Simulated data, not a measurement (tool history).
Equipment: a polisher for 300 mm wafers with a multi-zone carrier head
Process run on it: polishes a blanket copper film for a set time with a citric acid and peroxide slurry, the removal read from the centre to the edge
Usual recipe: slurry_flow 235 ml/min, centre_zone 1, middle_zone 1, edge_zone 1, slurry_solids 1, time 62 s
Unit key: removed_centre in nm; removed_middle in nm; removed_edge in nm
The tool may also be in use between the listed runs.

| run | hour | slurry_flow | centre_zone | middle_zone | edge_zone | slurry_solids | time | wafers since the last listed run | wafers polished on this pad | hours since the slurry nozzle was cleaned | hours since the centre zone pressure was calibrated | hours since the edge zone pressure was calibrated | hours since the carrier head's membrane was replaced | incoming thickness of the incoming film, nm | removed_centre | removed_middle | removed_edge |
|---|---|---|---|---|---|---|---|---|---|---|---|---|---|---|---|---|---|
| 1 | 0 | 235 | 1 | 1 | 1 | 1 | 62 | 0 | 554 | 166.1 | 216.1 | 827.5 | 1495.5 | 1131.8 | 133 | 131.4 | 129.8 |
| 2 | 45.9 | 235 | 1 | 1 | 1 | 1 | 62 | 417 | 972 | 212 | 262 | 873.4 | 1541.4 | 1110.3 | 132 | 130.5 | 127.3 |
|  | 116.6 | carrier head's membrane replaced by a new one |
|  | 119.2 | centre zone pressure recalibrated |
| 3 | 134.2 | 235 | 1 | 1 | 1 | 1 | 62 | 739 | 1712 | 300.3 | 15 | 961.7 | 17.6 | 1112.2 | 127.8 | 126.3 | 123.6 |
| 4 | 184.1 | 235 | 1 | 1 | 1 | 1 | 62 | 454 | 2166 | 350.2 | 64.9 | 1011.6 | 67.5 | 1102.6 | 126 | 125.2 | 123.2 |
| 5 | 228.9 | 235 | 1 | 1 | 1 | 1 | 62 | 407 | 2574 | 395 | 109.7 | 1056.4 | 112.3 | 1117 | 126.4 | 125.6 | 121.6 |
|  | 274.3 | worn pad replaced by a new one |
|  | 312.6 | slurry nozzle cleaned |
| 6 | 319.9 | 235 | 1 | 1 | 0.94 | 1 | 62 | 782 | 406 | 7.3 | 200.7 | 1147.4 | 203.3 | 1112.4 | 134.9 | 134.6 | 124.6 |
| 7 | 387.9 | 235 | 1 | 1 | 0.94 | 1 | 62 | 618 | 1024 | 75.3 | 268.7 | 1215.4 | 271.3 | 1095.6 | 131.7 | 127 | 122.6 |
| 8 | 448.1 | 235 | 1 | 1 | 1 | 1 | 62 | 547 | 1572 | 135.5 | 328.9 | 1275.6 | 331.5 | 1110.1 | 128.4 | 128.7 | 121.3 |
| 9 | 486.1 | 235 | 1 | 1.08 | 1 | 1 | 62 | 345 | 1918 | 173.5 | 366.9 | 1313.6 | 369.5 | 1100.8 | 127.9 | 136 | 122.5 |
|  | 543.7 | centre zone pressure recalibrated |
| 10 | 578.5 | 305 | 1 | 1 | 1 | 1 | 62 | 822 | 2741 | 265.9 | 34.8 | 1406 | 461.9 | 1111.9 | 131.5 | 128.6 | 124.4 |
| 11 | 616.3 | 235 | 1 | 1 | 1 | 1 | 62 | 343 | 3085 | 303.7 | 72.6 | 1443.8 | 499.7 | 1112.8 | 125.8 | 123.5 | 121.1 |
| 12 | 658.9 | 205 | 1 | 1 | 0.94 | 1 | 51 | 387 | 3472 | 346.3 | 115.2 | 1486.4 | 542.3 | 1105.6 | 103.4 | 101.8 | 97.2 |
|  | 675.6 | edge zone pressure recalibrated |
|  | 701.6 | worn pad replaced by a new one |
| 13 | 702.1 | 170 | 1.09 | 1 | 1 | 1 | 62 | 338 | 4 | 389.5 | 158.4 | 26.5 | 585.5 | 1098.8 | 144 | 127 | 131.3 |
|  | 766.9 | slurry nozzle cleaned |
| 14 | 795.2 | 235 | 1 | 1 | 1 | 1 | 62 | 838 | 842 | 28.3 | 251.5 | 119.6 | 678.6 | 1121.7 | 132.5 | 129.2 | 128 |
|  | 890 | centre zone pressure recalibrated |
| 15 | 895.9 | 235 | 1 | 1 | 1 | 1 | 68 | 898 | 1740 | 129 | 5.9 | 220.3 | 779.3 | 1106.7 | 141.6 | 141.1 | 135.1 |
| 16 | 974.4 | 235 | 1 | 1.07 | 1 | 1 | 62 | 714 | 2454 | 207.5 | 84.4 | 298.8 | 857.8 | 1096.7 | 126.5 | 131 | 121.7 |
|  | 1054.4 | worn pad replaced by a new one |
| 17 | 1059.5 | 200 | 0.89 | 0.95 | 1 | 1 | 77 | 738 | 46 | 292.6 | 169.5 | 383.9 | 942.9 | 1103.5 | 151 | 158.6 | 159 |
| 18 | 1106.8 | 235 | 1 | 1 | 1 | 1 | 44 | 430 | 476 | 339.9 | 216.8 | 431.2 | 990.2 | 1102.6 | 95.2 | 94.3 | 93.8 |
|  | 1178.3 | slurry nozzle cleaned |
| 19 | 1212.2 | 165 | 1 | 1.07 | 1 | 0.8 | 62 | 950 | 1427 | 33.9 | 322.2 | 536.6 | 1095.6 | 1113.6 | 119.4 | 123.5 | 117.6 |
| 20 | 1297.5 | 195 | 0.89 | 1 | 1 | 1 | 83 | 776 | 2203 | 119.2 | 407.5 | 621.9 | 1180.9 | 1113.1 | 149 | 170.6 | 164.6 |

Branching from run 20: 5 alternative next runs. What would each branch give?
| A | 1297.9 | 235 | 1 | 1 | 1 | 1 | 62 | 3 | 2206 | 119.6 | 407.9 | 622.3 | 1181.3 | 1128.5 | ? | ? | ? |
| B | 1297.9 | 210 | 1 | 0.96 | 1 | 1 | 83 | 3 | 2206 | 119.6 | 407.9 | 622.3 | 1181.3 | 1128.5 | ? | ? | ? |
| C | 1297.9 | 235 | 1 | 1 | 1.03 | 1.15 | 62 | 3 | 2206 | 119.6 | 407.9 | 622.3 | 1181.3 | 1128.5 | ? | ? | ? |
| D | 1297.9 | 235 | 1 | 1 | 1 | 1 | 73 | 3 | 2206 | 119.6 | 407.9 | 622.3 | 1181.3 | 1128.5 | ? | ? | ? |
| E | 1297.9 | 235 | 1 | 0.9 | 0.93 | 1.1 | 80 | 3 | 2206 | 119.6 | 407.9 | 622.3 | 1181.3 | 1128.5 | ? | ? | ? |

| run | removed_centre | removed_middle | removed_edge |
|---|---|---|---|
| A | 128 | 125.1 | 125.5 |
| B | 168.5 | 159.4 | 166.3 |
| C | 131 | 128 | 130.3 |
| D | 150.7 | 147.2 | 147.8 |
| E | 167.7 | 150.1 | 159.2 |
Take away the tool's hidden state, keep each run's random variation, and the runs would have read:
| run | removed_centre | removed_middle | removed_edge |
|---|---|---|---|
| A | 139 | 135.8 | 136.3 |
| B | 183 | 173.1 | 180.6 |
| C | 142.3 | 139 | 141.5 |
| D | 163.7 | 159.9 | 160.5 |
| E | 182.1 | 163 | 172.9 |
